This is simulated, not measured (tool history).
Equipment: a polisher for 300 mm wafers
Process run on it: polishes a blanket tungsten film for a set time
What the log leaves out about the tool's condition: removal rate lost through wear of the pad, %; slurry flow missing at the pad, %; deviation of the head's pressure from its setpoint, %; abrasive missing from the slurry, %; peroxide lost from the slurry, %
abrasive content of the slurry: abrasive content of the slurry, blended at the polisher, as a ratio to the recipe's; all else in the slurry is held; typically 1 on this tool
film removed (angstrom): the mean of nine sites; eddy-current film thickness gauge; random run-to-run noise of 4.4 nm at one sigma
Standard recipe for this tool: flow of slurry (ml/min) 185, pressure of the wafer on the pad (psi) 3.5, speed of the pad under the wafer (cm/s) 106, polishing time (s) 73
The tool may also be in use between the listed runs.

run     day  flow of slurry (ml/min)  pressure of the wafer on the pad (psi)  speed of the pad under the wafer (cm/s)  abrasive content of the slurry  polishing time (s)  wafers since the last listed run  wafers polished on this pad  hours since the slurry nozzle was cleaned  hours since the head pressure was calibrated  hours since the slurry blender was calibrated  hours since the slurry got fresh peroxide  incoming thickness of the incoming film, nm  film removed (angstrom)
  1       0                      185                                     4.1                                       90                               1                  73                                 0                         2978                                       83.2                                         517.1                                          385.2                                      730.8                                       1281.9                     3761
  2   2.042                      185                                       4                                      106                               1                  73                               451                         3429                                      132.2                                         566.1                                          434.2                                      779.8                                         1274                     4183
      3.204  -- slurry tank refilled with fresh slurry and peroxide
  3   5.954                      185                                     3.8                                       68                            0.85                  54                               855                         4284                                      226.1                                           660                                          528.1                                         66                                       1291.1                     1966
       6.65  -- head pressure recalibrated
  4  10.158                      250                                     2.6                                      106                               1                  73                               910                         5195                                        327                                          84.2                                            629                                      166.9                                       1279.7                     3281
     14.429  -- slurry blender recalibrated
  5  15.692                      185                                     3.5                                      106                               1                  84                              1204                         6399                                      459.8                                           217                                           30.3                                      299.7                                       1256.6                     4060
  6  18.417                      185                                     4.6                                      118                               1                  73                               602                         7002                                      525.2                                         282.4                                           95.7                                      365.1                                       1255.7                     4551
       20.6  -- worn pad replaced by a new one
  7  22.779                      185                                     3.1                                      106                               1                  61                               927                          481                                      629.9                                         387.1                                          200.4                                      469.8                                       1296.3                     3111
  8  26.546                      185                                     3.5                                      106                               1                  73                               832                         1314                                      720.3                                         477.5                                          290.8                                      560.2                                       1262.5                     3901
     27.575  -- slurry nozzle cleaned
  9  29.583                      185                                     4.5                                      106                             1.1                  73                               662                         1976                                       48.2                                         550.4                                          363.7                                      633.1                                       1285.2                     4775
     32.771  -- slurry tank refilled with fresh slurry and peroxide
 10  33.821                      185                                     3.5                                      106                             0.9                  93                               927                         2903                                      149.9                                         652.1                                          465.4                                       25.2                                       1251.5                     4812
     34.646  -- head pressure recalibrated
 11  37.038                      185                                     3.5                                      106                             0.7                  73                               692                         3596                                      227.1                                          57.4                                          542.6                                      102.4                                       1269.6                     3531
 12  39.671                      185                                     3.5                                      106                               1                  73                               581                         4178                                      290.3                                         120.6                                          605.8                                      165.6                                         1293                     3822
     40.579  -- slurry blender recalibrated
 13  43.012                      185                                     3.5                                      130                               1                  73                               720                         4898                                      370.5                                         200.8                                           58.4                                      245.8                                       1262.9                     4351
 14  46.575                      185                                     3.5                                      106                             1.1                  60                               787                         5685                                        456                                         286.3                                          143.9                                      331.3                                       1285.3                     3000
 15  48.233                      240                                     3.5                                       90                             0.7                  73                               366                         6052                                      495.8                                         326.1                                          183.7                                      371.1                                       1252.7                     3009
     51.029  -- worn pad replaced by a new one
 16   51.05                      135                                     3.5                                      106                            0.75                  73                               585                            4                                      563.4                                         393.7                                          251.3                                      438.7                                       1276.8                     3407
 17  54.596                      185                                     4.2                                      106                               1                  73                               783                          788                                      648.5                                         478.8                                          336.4                                      523.8                                       1254.5                     4306
 18  56.208                      185                                     3.5                                      106                            0.75                  73                               356                         1144                                      687.2                                         517.5                                          375.1                                      562.5                                       1261.9                     3675
 19  59.008                      170                                     3.5                                      106                               1                  93                               618                         1763                                      754.4                                         584.7                                          442.3                                      629.7                                         1265                     4888
     59.867  -- slurry nozzle cleaned
     60.946  -- head pressure recalibrated
 20  61.562                      185                                     3.5                                      106                               1                  73                               536                         2300                                       40.7                                          14.8                                          503.6                                        691                                         1268                     3817
       62.3  -- slurry tank refilled with fresh slurry and peroxide
 21  65.496                      130                                       3                                       74                             1.3                  73                               860                         3160                                      135.1                                         109.2                                            598                                       76.7                                       1260.7                     2532
 22  69.633                      185                                     3.5                                      106                            1.15                  60                               914                         4074                                      234.4                                         208.5                                          697.3                                        176                                       1261.2                     3179
     72.467  -- slurry blender recalibrated
 23  72.667                      185                                     3.5                                      106                               1                  73                               651                         4726                                      307.2                                         281.3                                            4.8                                      248.8                                       1261.5                     3671
 24  75.892                      160                                     4.1                                      106                             1.1                  52                               712                         5439                                      384.6                                         358.7                                           82.2                                      326.2                                       1295.3                     2792
     76.758  -- worn pad replaced by a new one
 25  78.179                      185                                     2.5                                      106                             1.1                  62                               468                          314                                      439.5                                         413.6                                          137.1                                      381.1                                       1262.2                     2752

Branching from run 25: 5 alternative next runs. What would each branch give?
  A  78.196                      185                                     3.5                                      106                            0.85                  73                                 3                          318                                      439.9                                           414                                          137.5                                      381.5                                       1269.5                        ?
  B  78.196                      185                                     3.5                                      136                               1                  73                                 3                          318                                      439.9                                           414                                          137.5                                      381.5                                       1269.5                        ?
  C  78.196                      140                                     3.5                                      106                            0.85                  73                                 3                          318                                      439.9                                           414                                          137.5                                      381.5                                       1269.5                        ?
  D  78.196                      135                                     3.5                                      124                               1                  73                                 3                          318                                      439.9                                           414                                          137.5                                      381.5                                       1269.5                        ?
  E  78.196                      165                                     3.5                                      106                               1                  73                                 3                          318                                      439.9                                           414                                          137.5                                      381.5                                       1269.5                        ?

run  film removed (angstrom)
  A                     3818
  B                     4938
  C                     3625
  D                     4288
  E                     3898
What these runs would have given with no unlogged condition in the tool:
run  film removed (angstrom)
  A                     3922
  B                     5073
  C                     3724
  D                     4405
  E                     4005
